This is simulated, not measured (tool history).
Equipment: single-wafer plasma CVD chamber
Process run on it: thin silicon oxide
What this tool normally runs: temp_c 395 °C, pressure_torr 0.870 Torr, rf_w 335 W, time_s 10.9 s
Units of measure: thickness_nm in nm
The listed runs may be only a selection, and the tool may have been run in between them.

| run | day | temp_c | pressure_torr | rf_w | time_s | wafers since the last listed run | hours since the last thermocouple change | hours since the last RF generator calibration | hours since the last manometer calibration | hours since the showerhead was replaced | hours since the gauge calibration | read-back reference wafer on the same gauge, thickness_nm | thickness_nm |
|---|---|---|---|---|---|---|---|---|---|---|---|---|---|
| 1 | 0.000 | 395 | 0.870 | 320 | 10.3 | 0 | 1607.2 | 6.8 | 46.3 | 5301.0 | 869.4 | 27.919 | 22.154 |
| 2 | 2.646 | 395 | 0.870 | 320 | 10.3 | 2427 | 1670.7 | 70.3 | 109.8 | 5364.5 | 932.9 | 27.908 | 22.444 |
| 3 | 5.317 | 395 | 0.870 | 335 | 10.9 | 2450 | 1734.8 | 134.4 | 173.9 | 5428.6 | 997.0 | 27.896 | 23.859 |
| 4 | 9.412 | 395 | 0.870 | 335 | 10.9 | 3757 | 1833.1 | 232.7 | 272.2 | 5526.9 | 1095.3 | 27.907 | 24.001 |
| 5 | 15.488 | 395 | 0.870 | 335 | 10.9 | 5573 | 1978.9 | 378.5 | 418.0 | 5672.7 | 1241.1 | 27.914 | 23.826 |
| 6 | 19.775 | 395 | 0.962 | 335 | 11.5 | 3933 | 2081.8 | 481.4 | 520.9 | 5775.6 | 1344.0 | 27.922 | 27.627 |
|  | 27.367 | thermocouple changed; heater temperature recalibrated |
| 7 | 30.383 | 395 | 0.962 | 335 | 11.5 | 9426 | 72.4 | 736.0 | 775.5 | 6030.2 | 1598.6 | 27.897 | 27.727 |
|  | 32.471 | showerhead replaced |
| 8 | 33.729 | 395 | 0.870 | 335 | 10.9 | 2763 | 152.7 | 816.3 | 855.8 | 30.2 | 1678.9 | 27.912 | 23.975 |
|  | 36.508 | RF generator calibrated |
| 9 | 38.167 | 395 | 0.870 | 335 | 10.9 | 3765 | 259.2 | 39.8 | 962.3 | 136.7 | 1785.4 | 27.898 | 24.115 |
| 10 | 40.104 | 395 | 0.870 | 335 | 10.9 | 1777 | 305.7 | 86.3 | 1008.8 | 183.2 | 1831.9 | 27.936 | 23.930 |
| 11 | 42.996 | 395 | 0.870 | 335 | 10.9 | 2652 | 375.1 | 155.7 | 1078.2 | 252.6 | 1901.3 | 27.896 | 23.958 |
|  | 44.792 | gauge calibrated |
| 12 | 46.342 | 395 | 0.870 | 335 | 10.9 | 3069 | 455.4 | 236.0 | 1158.5 | 332.9 | 37.2 | 27.916 | 23.918 |
| 13 | 48.729 | 395 | 1.019 | 335 | 10.9 | 2190 | 512.7 | 293.3 | 1215.8 | 390.2 | 94.5 | 27.898 | 27.286 |
| 14 | 50.938 | 395 | 0.978 | 335 | 10.9 | 2025 | 565.7 | 346.3 | 1268.8 | 443.2 | 147.5 | 27.881 | 26.689 |
| 15 | 53.488 | 395 | 0.870 | 335 | 9.2 | 2339 | 626.9 | 407.5 | 1330.0 | 504.4 | 208.7 | 27.904 | 20.221 |
| 16 | 56.867 | 405 | 0.722 | 400 | 10.9 | 3100 | 708.0 | 488.6 | 1411.1 | 585.5 | 289.8 | 27.891 | 20.291 |
| 17 | 61.125 | 395 | 0.870 | 335 | 12.0 | 3906 | 810.2 | 590.8 | 1513.3 | 687.7 | 392.0 | 27.896 | 26.194 |
|  | 63.208 | capacitance manometer re-zeroed and calibrated |
| 18 | 68.075 | 395 | 0.870 | 335 | 10.9 | 6070 | 977.0 | 757.6 | 116.8 | 854.5 | 558.8 | 27.879 | 23.839 |
| 19 | 72.358 | 382 | 0.870 | 355 | 13.0 | 3929 | 1079.8 | 860.4 | 219.6 | 957.3 | 661.6 | 27.886 | 29.036 |
| 20 | 74.388 | 384 | 0.870 | 335 | 10.9 | 1861 | 1128.5 | 909.1 | 268.3 | 1006.0 | 710.3 | 27.882 | 23.985 |
|  | 75.179 | RF generator calibrated |
| 21 | 76.342 | 395 | 1.025 | 335 | 10.9 | 1486 | 1175.4 | 27.9 | 315.2 | 1052.9 | 757.2 | 27.898 | 27.335 |
| 22 | 79.100 | 395 | 0.659 | 295 | 11.5 | 2530 | 1241.6 | 94.1 | 381.4 | 1119.1 | 823.4 | 27.890 | 17.240 |

3 options for the next run, each taken on its own from the tool as it stands now. Forecast them:
| A | 79.117 | 395 | 0.870 | 335 | 10.9 | 15 | 1242.0 | 94.5 | 381.8 | 1119.5 | 823.8 | ? | ? |
| B | 79.117 | 395 | 0.870 | 370 | 10.9 | 15 | 1242.0 | 94.5 | 381.8 | 1119.5 | 823.8 | ? | ? |
| C | 79.117 | 382 | 0.870 | 285 | 12.5 | 15 | 1242.0 | 94.5 | 381.8 | 1119.5 | 823.8 | ? | ? |

| run | read-back reference wafer on the same gauge, thickness_nm | thickness_nm |
|---|---|---|
| A | 27.886 | 23.883 |
| B | 27.886 | 24.720 |
| C | 27.886 | 26.058 |
The same runs, with their run-to-run variation unchanged, on a tool lacking any hidden condition would have given:
| run | thickness_nm |
|---|---|
| A | 23.883 |
| B | 24.720 |
| C | 26.058 |
